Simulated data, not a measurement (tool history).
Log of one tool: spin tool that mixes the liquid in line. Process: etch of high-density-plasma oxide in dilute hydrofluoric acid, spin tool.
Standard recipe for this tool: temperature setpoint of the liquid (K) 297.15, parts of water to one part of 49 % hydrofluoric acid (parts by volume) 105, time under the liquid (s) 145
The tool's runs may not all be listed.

run,hour,temperature setpoint of the liquid (K),parts of water to one part of 49 % hydrofluoric acid (parts by volume),time under the liquid (s),wafers since the last listed run,hours since the thermometer was replaced,hours since the hydrofluoric acid flow meter was replaced,hours since the gauge calibration,"read-back film thickness of the high-density-plasma oxide reference wafer, read on the same gauge (nm)",thickness taken off the high-density-plasma oxide on a monitor wafer (Å)
1,0,297.15,85,145,0,2348.3,2200.7,989.6,60.01,174.2
2,31.3,297.15,85,145,216,2379.6,2232,1020.9,60.01,174.6
3,50.4,297.15,105,145,131,2398.7,2251.1,1040,60,138.1
4,74.1,297.15,105,145,163,2422.4,2274.8,1063.7,60.01,137
5,119.3,297.15,140,200,311,2467.6,2320,1108.9,60,136.9
# hour 130.3: gauge calibrated
6,155,297.15,140,200,246,2503.3,2355.7,24.7,59.99,137.2
7,210.4,297.15,140,200,382,2558.7,2411.1,80.1,59.99,137.8
8,233.9,297.15,105,145,162,2582.2,2434.6,103.6,59.98,138.2
9,262.6,297.15,105,185,198,2610.9,2463.3,132.3,60.02,177.8
# hour 271: hydrofluoric acid flow meter replaced
10,292.5,297.15,105,185,199,2640.8,21.5,162.2,59.99,179.3
11,320.1,297.15,105,185,190,2668.4,49.1,189.8,59.96,177.6
# hour 323.2: thermometer replaced
12,341.1,297.15,105,145,138,17.9,70.1,210.8,60.02,123.6
13,369.8,297.15,105,145,198,46.6,98.8,239.5,60,124.5
14,393.6,293.65,70,145,164,70.4,122.6,263.3,59.97,169
15,420.2,297.15,105,175,183,97,149.2,289.9,59.99,150
16,452,300.15,105,95,219,128.8,181,321.7,60.02,92.7
17,469.8,297.15,105,145,122,146.6,198.8,339.5,60.05,124.8
18,499.5,295.65,105,145,204,176.3,228.5,369.2,59.98,117.8
19,521.1,297.15,105,145,149,197.9,250.1,390.8,59.99,125.1
20,539.8,299.15,130,215,129,216.6,268.8,409.5,59.98,156.4
21,565.1,297.15,125,85,174,241.9,294.1,434.8,60.04,60.1
22,599.3,297.15,105,145,236,276.1,328.3,469,59.99,125.4
23,614.5,297.15,105,145,104,291.3,343.5,484.2,60.01,126
24,636.2,294.65,90,105,149,313,365.2,505.9,60.02,97.5
25,652.4,297.15,105,145,111,329.2,381.4,522.1,60.01,125.9
26,671.3,297.15,105,145,130,348.1,400.3,541,59.96,125.1
27,697.4,294.65,55,60,180,374.2,426.4,567.1,60.01,95.9
28,723.3,297.15,90,95,178,400.1,452.3,593,59.99,98.1
29,737.7,297.15,55,145,99,414.5,466.7,607.4,60.05,256.8
30,753.7,297.15,105,90,110,430.5,482.7,623.4,59.99,78.1
31,780.8,297.15,140,200,187,457.6,509.8,650.5,59.99,125
32,799.1,292.15,85,210,126,475.9,528.1,668.8,59.98,189
33,819.1,298.65,55,200,138,495.9,548.1,688.8,59.99,380

Predict each of these 3 candidate next runs independently; none follows another, all start after run 33:
A,819.6,297.15,105,145,3,496.4,548.6,689.3,?,?
B,819.6,295.65,145,220,3,496.4,548.6,689.3,?,?
C,819.6,301.65,130,205,3,496.4,548.6,689.3,?,?

run,"read-back film thickness of the high-density-plasma oxide reference wafer, read on the same gauge (nm)",thickness taken off the high-density-plasma oxide on a monitor wafer (Å)
A,59.99,126.2
B,59.99,124.8
C,59.99,165.6
Take away the tool's hidden state, keep each run's random variation, and the runs would have read:
run,thickness taken off the high-density-plasma oxide on a monitor wafer (Å)
A,122.9
B,121.6
C,161.6
